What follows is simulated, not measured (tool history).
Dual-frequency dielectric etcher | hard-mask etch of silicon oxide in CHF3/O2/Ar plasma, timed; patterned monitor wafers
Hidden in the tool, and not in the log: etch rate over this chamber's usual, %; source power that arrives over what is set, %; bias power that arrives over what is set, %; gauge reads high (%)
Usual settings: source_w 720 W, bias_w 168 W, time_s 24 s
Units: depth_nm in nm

run    hour  source_w  bias_w  time_s  wafers since the last listed run  hours since the last wet clean  hours since the last source power generator calibration  hours since the last bias power generator calibration  hours since the last upper electrode change  hours since the gauge calibration  read-back reference wafer on the same gauge, depth_nm  depth_nm
  1       0       720     168      24                                 0                           378.9                                                     2391                                                   1549                                       1555.9                              502.1                                                  44.39     56.72
  2    41.8       720     168      24                               483                           420.7                                                   2432.8                                                 1590.8                                       1597.7                              543.9                                                  44.33     57.56
  3   109.6       720     168      24                               784                           488.5                                                   2500.6                                                 1658.6                                       1665.5                              611.7                                                  44.32     58.16
  4   142.5       720     168      24                               380                           521.4                                                   2533.5                                                 1691.5                                       1698.4                              644.6                                                  44.26     57.08
      189.5  -- wet clean of the chamber
  5     190       720     168      24                               271                             0.5                                                     2581                                                   1739                                       1745.9                              692.1                                                  44.27     53.57
  6     198       720     201      24                                92                             8.5                                                     2589                                                   1747                                       1753.9                              700.1                                                  44.32     57.68
  7   265.7       720     201      24                               783                            76.2                                                   2656.7                                                 1814.7                                       1821.6                              767.8                                                  44.34     57.21
      314.4  -- gauge calibrated
  8   329.9       720     201      24                               742                           140.4                                                   2720.9                                                 1878.9                                       1885.8                               15.5                                                  44.34     57.75
  9   384.7       720     168      24                               633                           195.2                                                   2775.7                                                 1933.7                                       1940.6                               70.3                                                  44.21     54.92
 10   434.5       720     168      24                               576                             245                                                   2825.5                                                 1983.5                                       1990.4                              120.1                                                  44.23      55.7
 11   503.3       720     168      24                               795                           313.8                                                   2894.3                                                 2052.3                                       2059.2                              188.9                                                  44.44     55.34
 12   554.5       720     168      24                               592                             365                                                   2945.5                                                 2103.5                                       2110.4                              240.1                                                  44.25     56.86
 13   611.8       720     168      24                               662                           422.3                                                   3002.8                                                 2160.8                                       2167.7                              297.4                                                  44.34     56.18
 14   654.9       720     168      24                               498                           465.4                                                   3045.9                                                 2203.9                                       2210.8                              340.5                                                  44.28     57.09
 15     699       720     168      24                               510                           509.5                                                     3090                                                   2248                                       2254.9                              384.6                                                  44.31     57.31
      725.3  -- upper electrode replaced
      728.6  -- wet clean of the chamber
 16   765.7       720     128    19.5                               455                            37.1                                                   3156.7                                                 2314.7                                         40.4                              451.3                                                  44.29     40.87
 17   838.6       800     168    18.5                               843                             110                                                   3229.6                                                 2387.6                                        113.3                              524.2                                                  44.34     44.09
      862.7  -- bias power generator calibrated
 18   891.9       720     168      24                               570                           163.3                                                   3282.9                                                   29.2                                        166.6                              577.5                                                  44.22     55.69
 19   946.5       890     168      24                               631                           217.9                                                   3337.5                                                   83.8                                        221.2                              632.1                                                   44.3     59.55
      961.6  -- source power generator calibrated
 20   999.7       720     128    19.5                               569                           271.1                                                     38.1                                                    137                                        274.4                              685.3                                                  44.28     41.39
 21  1068.4       720     168      24                               794                           339.8                                                    106.8                                                  205.7                                        343.1                                754                                                  44.23     56.65
 22  1093.2       720     152      18                               286                           364.6                                                    131.6                                                  230.5                                        367.9                              778.8                                                  44.32     41.23
     1112.6  -- gauge calibrated
 23  1128.8       570     189    30.5                               411                           400.2                                                    167.2                                                  266.1                                        403.5                               16.2                                                  44.12     67.92
 24    1157       720     168      27                               326                           428.4                                                    195.4                                                  294.3                                        431.7                               44.4                                                  44.38     63.51
     1191.2  -- wet clean of the chamber
 25  1191.7       720     168      20                               123                             0.5                                                    230.1                                                    329                                        466.4                               79.1                                                  44.27     45.62
 26  1218.5       600     144      18                               310                            27.3                                                    256.9                                                  355.8                                        493.2                              105.9                                                  44.34     37.07
 27  1251.6       560     168      24                               382                            60.4                                                      290                                                  388.9                                        526.3                                139                                                  44.28     50.04
 28  1278.8       860     146    19.5                               314                            87.6                                                    317.2                                                  416.1                                        553.5                              166.2                                                  44.36     46.28
 29  1338.5       720     168      24                               690                           147.3                                                    376.9                                                  475.8                                        613.2                              225.9                                                  44.33     56.63
 30  1385.2       830     186    17.5                               540                             194                                                    423.6                                                  522.5                                        659.9                              272.6                                                  44.32     44.29
 31  1422.1       550     204      24                               426                           230.9                                                    460.5                                                  559.4                                        696.8                              309.5                                                   44.3     54.23

Hidden state or all else? Some run-to-run changes of depth_nm, split into what the settings, what came in and random variation would give without the hidden state, and what is left for the hidden state (with any gauge scatter that isn't in both results):
Run 4 -> 5: wet clean of the chamber. depth_nm -3.51 nm: hidden state -3.9, all else +0.39.
Run 15 -> 16: bias_w 168 -> 128, time_s 24 -> 19.5, upper electrode replaced, wet clean of the chamber. depth_nm -16.44 nm: hidden state -2.15, all else -14.29.
Run 19 -> 20: source_w 890 -> 720, bias_w 168 -> 128, time_s 24 -> 19.5, source power generator calibrated. depth_nm -18.16 nm: hidden state -0.17, all else -17.99.
Run 22 -> 23: source_w 720 -> 570, bias_w 152 -> 189, time_s 18 -> 30.5, gauge calibrated. depth_nm +26.69 nm: hidden state +1.13, all else +25.56.
Run 24 -> 25: time_s 27 -> 20, wet clean of the chamber. depth_nm -17.89 nm: hidden state -1.97, all else -15.92.
